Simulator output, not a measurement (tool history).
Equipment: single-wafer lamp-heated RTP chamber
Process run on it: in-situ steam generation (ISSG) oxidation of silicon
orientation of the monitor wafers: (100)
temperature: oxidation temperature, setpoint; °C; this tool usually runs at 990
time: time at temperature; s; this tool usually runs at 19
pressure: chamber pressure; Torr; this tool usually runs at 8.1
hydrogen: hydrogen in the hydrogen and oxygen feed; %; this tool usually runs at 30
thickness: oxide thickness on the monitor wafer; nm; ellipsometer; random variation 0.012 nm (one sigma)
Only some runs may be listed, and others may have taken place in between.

run	hour	temperature	time	pressure	hydrogen	read-back reference wafer on the same gauge, thickness	thickness
1	0	1001	16	8.1	30	5.819	5.931
2	29.8	1001	16	8.1	30	5.813	5.952
3	73.2	990	19	9	25	5.822	5.817
4	99.3	990	19	9	25	5.828	5.802
5	125.9	1003	19	8.1	25	5.82	6.202
6	147.7	1003	19	8.1	25	5.823	6.21
7	166.2	1003	19	8.1	25	5.815	6.215
8	185.6	990	19	8.1	30	5.815	6.16
# hour 195.7: hydrogen flow controller replaced
9	211.8	990	19	8.1	30	5.817	6.166
10	238	990	19	8.1	30	5.819	6.189
11	253.1	990	19	8.1	30	5.818	6.164
12	268.5	1007	19	8.6	30	5.815	6.596
13	287.7	990	19	8.1	30	5.823	6.181
14	306.9	990	19	8.1	30	5.816	6.155
15	331	990	13	7.2	32	5.817	5.36
# hour 333: gauge calibrated
# hour 347.1: pressure gauge zeroed
# hour 365.3: pyrometer window cleaned and pyrometer calibrated
16	365.8	981	19	9.4	30	5.821	5.622
17	388.3	990	19	8.1	30	5.816	5.914
18	414.1	981	19	8.1	30	5.816	5.785
19	427.5	990	19	8.1	30	5.826	5.985
20	439.7	974	21	8.1	30	5.825	5.882
21	465.8	1001	19	7.5	20	5.822	5.673
22	489.1	990	15	8.1	25	5.817	5.153

Predict each of these 4 candidate next runs independently; none follows another, all start after run 22:
A	489.5	1000	19	8.1	30	?	?
B	489.5	990	19	8.1	20	?	?
C	489.5	1001	15	9.2	30	?	?
D	489.5	990	19	9.1	30	?	?

run	read-back reference wafer on the same gauge, thickness	thickness
A	5.818	6.277
B	5.818	5.452
C	5.818	5.583
D	5.818	5.947
What these runs would have given with no unlogged condition in the tool:
run	thickness
A	6.141
B	5.342
C	5.47
D	5.826
